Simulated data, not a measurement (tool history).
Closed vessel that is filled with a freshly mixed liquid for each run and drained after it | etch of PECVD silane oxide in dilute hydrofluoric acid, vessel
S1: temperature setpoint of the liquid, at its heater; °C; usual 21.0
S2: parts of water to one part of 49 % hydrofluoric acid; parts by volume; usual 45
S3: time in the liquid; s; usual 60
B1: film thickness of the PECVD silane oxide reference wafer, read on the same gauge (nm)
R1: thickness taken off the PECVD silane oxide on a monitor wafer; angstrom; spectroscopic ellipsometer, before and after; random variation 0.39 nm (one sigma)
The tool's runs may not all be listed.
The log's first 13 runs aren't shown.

Run 14, hour 365.0: usual settings but S1 18.0 °C; B1 100.00. Result: R1 515.8 angstrom.
Run 15, hour 384.3: usual settings but S1 18.0 °C; B1 100.00. Result: R1 520.5 angstrom.
Run 16, hour 406.1: usual settings but S1 18.0 °C; B1 99.99. Result: R1 516.3 angstrom.
At hour 432.4: hydrofluoric acid flow meter replaced.
Run 17, hour 442.0: usual settings but S1 24.5 °C; B1 100.01. Result: R1 644.4 angstrom.
Run 18, hour 459.8: usual settings but S1 22.5 °C, S2 50 parts by volume; B1 99.99. Result: R1 536.7 angstrom.
At hour 482.9: gauge calibrated.
Run 19, hour 486.7: usual settings but S2 40 parts by volume, S3 90 s; B1 100.01. Result: R1 954.5 angstrom.
Run 20, hour 520.9: usual settings but S1 24.0 °C, S2 55 parts by volume, S3 70 s; B1 100.00. Result: R1 602.5 angstrom.
Run 21, hour 537.2: usual settings; B1 99.99. Result: R1 564.2 angstrom.
Run 22, hour 567.1: usual settings but S2 35 parts by volume, S3 50 s; B1 99.99. Result: R1 614.2 angstrom.
Run 23, hour 581.9: usual settings but S1 17.5 °C, S3 90 s; B1 100.01. Result: R1 729.9 angstrom.
Run 24, hour 606.9: usual settings but S1 24.0 °C, S2 55 parts by volume, S3 70 s; B1 99.98. Result: R1 601.0 angstrom.
Run 25, hour 628.8: usual settings but S1 23.5 °C, S2 40 parts by volume, S3 45 s; B1 99.98. Result: R1 533.8 angstrom.
Run 26, hour 656.7: usual settings; B1 100.01. Result: R1 567.2 angstrom.
Run 27, hour 676.1: usual settings but S3 75 s; B1 100.00. Result: R1 707.7 angstrom.
Run 28, hour 708.0: usual settings but S1 18.0 °C, S2 50 parts by volume; B1 99.98. Result: R1 445.5 angstrom.
Run 29, hour 795.9: usual settings but S1 25.5 °C, S2 55 parts by volume, S3 35 s; B1 100.02. Result: R1 316.4 angstrom.
Run 30, hour 814.5: usual settings but S1 25.0 °C, S2 40 parts by volume, S3 30 s; B1 99.97. Result: R1 383.5 angstrom.
Run 31, hour 848.2: usual settings but S1 17.0 °C, S2 25 parts by volume, S3 95 s; B1 100.02. Result: R1 1401.3 angstrom.
Run 32, hour 869.4: usual settings but S1 18.0 °C; B1 99.98. Result: R1 501.1 angstrom.
Run 33, hour 896.8: usual settings but S1 17.0 °C, S2 25 parts by volume, S3 95 s; B1 99.98. Result: R1 1409.4 angstrom.
Run 34, hour 909.7: usual settings but S2 25 parts by volume, S3 45 s; B1 100.00. Result: R1 783.7 angstrom.

3 ways to go on from here, each from the tool as it stands after run 34. What would each give?
Run A, hour 910.4: usual settings but S1 18.5 °C; B1 ?. Result: R1 ?.
Run B, hour 910.4: usual settings but S1 22.5 °C, S2 35 parts by volume, S3 50 s; B1 ?. Result: R1 ?.
Run C, hour 910.4: usual settings but S1 17.0 °C, S2 35 parts by volume; B1 ?. Result: R1 ?.

run      B1     R1
  A  100.02  508.7
  B  100.02  654.3
  C  100.02  619.7
Without the tool's hidden state the same runs would have given:
run     R1
  A  500.0
  B  643.2
  C  609.2

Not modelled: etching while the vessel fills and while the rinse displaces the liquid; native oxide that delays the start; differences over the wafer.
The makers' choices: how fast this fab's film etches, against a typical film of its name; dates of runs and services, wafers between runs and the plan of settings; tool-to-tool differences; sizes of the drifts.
